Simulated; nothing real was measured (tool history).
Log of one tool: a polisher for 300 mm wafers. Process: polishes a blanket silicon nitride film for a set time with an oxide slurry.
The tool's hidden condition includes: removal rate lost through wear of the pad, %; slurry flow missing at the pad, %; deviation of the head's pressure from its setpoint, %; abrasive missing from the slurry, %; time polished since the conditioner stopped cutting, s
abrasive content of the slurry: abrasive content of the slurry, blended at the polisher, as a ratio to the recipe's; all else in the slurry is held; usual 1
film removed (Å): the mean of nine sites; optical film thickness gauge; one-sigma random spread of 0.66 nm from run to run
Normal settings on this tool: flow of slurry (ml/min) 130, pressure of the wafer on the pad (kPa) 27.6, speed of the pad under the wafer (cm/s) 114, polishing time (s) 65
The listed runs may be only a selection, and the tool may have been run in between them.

run   hour  flow of slurry (ml/min)  pressure of the wafer on the pad (kPa)  speed of the pad under the wafer (cm/s)  abrasive content of the slurry  polishing time (s)  wafers since the last listed run  wafers polished on this pad  hours since the slurry nozzle was cleaned  hours since the head pressure was calibrated  hours since the slurry blender was calibrated  hours since the conditioning disc was replaced  incoming thickness of the incoming film, nm  film removed (Å)
  1      0                      130                                    27.6                                      114                               1                  65                                 0                          178                                      551.4                                         889.2                                          294.9                                           283.2                                        405.8               449
  2    7.9                      130                                    27.6                                      114                               1                  65                                72                          251                                      559.3                                         897.1                                          302.8                                           291.1                                        411.6               451
  3   21.4                      130                                    27.6                                      114                               1                  65                               124                          376                                      572.8                                         910.6                                          316.3                                           304.6                                        409.4               430
      39.4  -- slurry nozzle cleaned
  4   39.9                      130                                    27.6                                      114                               1                  65                               161                          537                                        0.5                                         929.1                                          334.8                                           323.1                                        412.6               440
  5     51                      130                                    27.6                                      114                               1                  74                               102                          640                                       11.6                                         940.2                                          345.9                                           334.2                                        414.6               504
      60.8  -- slurry blender recalibrated
      62.1  -- head pressure recalibrated
      63.4  -- worn pad replaced by a new one
  6   63.9                      130                                    27.6                                      114                               1                  74                                76                            4                                       24.5                                           1.8                                            3.1                                           347.1                                        405.5               586
  7   67.3                      130                                    27.6                                      114                               1                  65                                31                           36                                       27.9                                           5.2                                            6.5                                           350.5                                        414.9               516
  8     85                      105                                    27.6                                      114                               1                  65                               163                          199                                       45.6                                          22.9                                           24.2                                           368.2                                        406.9               504
  9   96.6                      130                                    27.6                                      114                               1                  65                               107                          306                                       57.2                                          34.5                                           35.8                                           379.8                                        400.9               510
 10  102.7                      130                                    27.6                                      114                               1                  65                                56                          363                                       63.3                                          40.6                                           41.9                                           385.9                                        407.9               519
 11  109.8                      130                                    27.6                                      114                             0.9                  46                                65                          428                                       70.4                                          47.7                                             49                                             393                                        416.4               351
 12  120.2                      130                                    27.6                                      114                               1                  65                                96                          524                                       80.8                                          58.1                                           59.4                                           403.4                                        409.8               526
     135.9  -- conditioning disc replaced and pad reconditioned
 13  137.2                      130                                      20                                      114                             0.9                  65                               138                          663                                       97.8                                          75.1                                           76.4                                             1.3                                        416.9               350
     149.5  -- worn pad replaced by a new one
 14    150                      130                                    33.1                                      114                            1.25                  45                                81                            4                                      110.6                                          87.9                                           89.2                                            14.1                                        407.1               484
 15    157                      150                                      20                                      114                               1                  47                                64                           68                                      117.6                                          94.9                                           96.2                                            21.1                                        411.2               275
 16  166.6                      130                                      20                                      114                               1                  65                                88                          157                                      127.2                                         104.5                                          105.8                                            30.7                                        414.3               377
 17  181.4                      150                                    27.6                                      114                            0.75                  73                               136                          294                                        142                                         119.3                                          120.6                                            45.5                                        408.4               510
 18  192.5                      130                                    37.2                                      114                               1                  76                               102                          396                                      153.1                                         130.4                                          131.7                                            56.6                                        409.6               818
 19    208                      130                                    27.6                                      114                               1                  56                               143                          539                                      168.6                                         145.9                                          147.2                                            72.1                                        416.5               440
 20  215.6                      150                                    27.6                                      114                             1.2                  73                                70                          609                                      176.2                                         153.5                                          154.8                                            79.7                                        407.8               628
 21  226.4                      130                                    27.6                                      114                               1                  65                                99                          709                                        187                                         164.3                                          165.6                                            90.5                                        408.4               527
     238.1  -- worn pad replaced by a new one
 22  238.6                      130                                    27.6                                       78                               1                  50                                75                            4                                      199.2                                         176.5                                          177.8                                           102.7                                        413.8               326
 23  249.6                      130                                      31                                      152                            0.85                  65                               101                          105                                      210.2                                         187.5                                          188.8                                           113.7                                        412.4               641
 24  264.7                      105                                    27.6                                      134                               1                  65                               139                          245                                      225.3                                         202.6                                          203.9                                           128.8                                        409.4               541
 25  273.5                      130                                    27.6                                      132                               1                  65                                81                          326                                      234.1                                         211.4                                          212.7                                           137.6                                        414.1               570

Results for each run, recomputed without the tool's hidden state and with each run's random variation untouched:
run  film removed (Å)
  1               525
  2               529
  3               507
  4               522
  5               600
  6               589
  7               519
  8               507
  9               513
 10               523
 11               353
 12               529
 13               352
 14               487
 15               277
 16               380
 17               514
 18               825
 19               444
 20               634
 21               532
 22               330
 23               648
 24               548
 25               577
